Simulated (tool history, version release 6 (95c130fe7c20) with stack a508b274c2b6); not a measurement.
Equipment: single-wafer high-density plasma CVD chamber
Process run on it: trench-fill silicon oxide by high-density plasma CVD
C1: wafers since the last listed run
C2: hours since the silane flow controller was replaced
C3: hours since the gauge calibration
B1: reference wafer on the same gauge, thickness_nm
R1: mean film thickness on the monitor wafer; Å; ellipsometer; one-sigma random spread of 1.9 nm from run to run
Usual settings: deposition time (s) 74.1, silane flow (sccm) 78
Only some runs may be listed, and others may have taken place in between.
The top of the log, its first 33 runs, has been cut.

Run 34, hour 2515.7: usual settings but deposition time (s) 69.2, silane flow (sccm) 90; C1 1561; C2 1349.3; C3 674.8; B1 519.455. Result: R1 6137.49 Å.
Run 35, hour 2596.4: usual settings; C1 1547; C2 1430; C3 755.5; B1 520.313. Result: R1 5740.93 Å.
Run 36, hour 2687.9: usual settings but silane flow (sccm) 92; C1 1755; C2 1521.5; C3 847; B1 520.202. Result: R1 6745.22 Å.
Run 37, hour 2788.2: usual settings but deposition time (s) 86.6, silane flow (sccm) 64; C1 1923; C2 1621.8; C3 947.3; B1 519.408. Result: R1 5517.27 Å.
Run 38, hour 2889.6: usual settings but silane flow (sccm) 68; C1 1944; C2 1723.2; C3 1048.7; B1 520.289. Result: R1 5012.16 Å.
Run 39, hour 2993.5: usual settings but deposition time (s) 67.5, silane flow (sccm) 64; C1 1992; C2 1827.1; C3 1152.6; B1 520.319. Result: R1 4295.24 Å.
Run 40, hour 3047.2: usual settings but silane flow (sccm) 64; C1 1030; C2 1880.8; C3 1206.3; B1 519.989. Result: R1 4737.81 Å.
Run 41, hour 3109.6: usual settings but deposition time (s) 83.6, silane flow (sccm) 69; C1 1196; C2 1943.2; C3 1268.7; B1 520. Result: R1 5745.11 Å.

What if the next run were any one of these 4? Each begins from the tool's condition after run 41:
Run A, hour 3110: usual settings but silane flow (sccm) 91; C1 7; C2 1943.6; C3 1269.1; B1 ?. Result: R1 ?.
Run B, hour 3110: usual settings but deposition time (s) 82.8, silane flow (sccm) 63; C1 7; C2 1943.6; C3 1269.1; B1 ?. Result: R1 ?.
Run C, hour 3110: usual settings but deposition time (s) 64.6; C1 7; C2 1943.6; C3 1269.1; B1 ?. Result: R1 ?.
Run D, hour 3110: usual settings but deposition time (s) 68.3, silane flow (sccm) 86; C1 7; C2 1943.6; C3 1269.1; B1 ?. Result: R1 ?.

run       B1       R1
  A  520.227  6685.44
  B  520.227  5209.72
  C  520.227  5009.45
  D  520.227  5829.16
Had the tool no hidden state, the same runs would have come out as:
run       R1
  A  6501.89
  B  5066.69
  C  4871.92
  D  5669.12
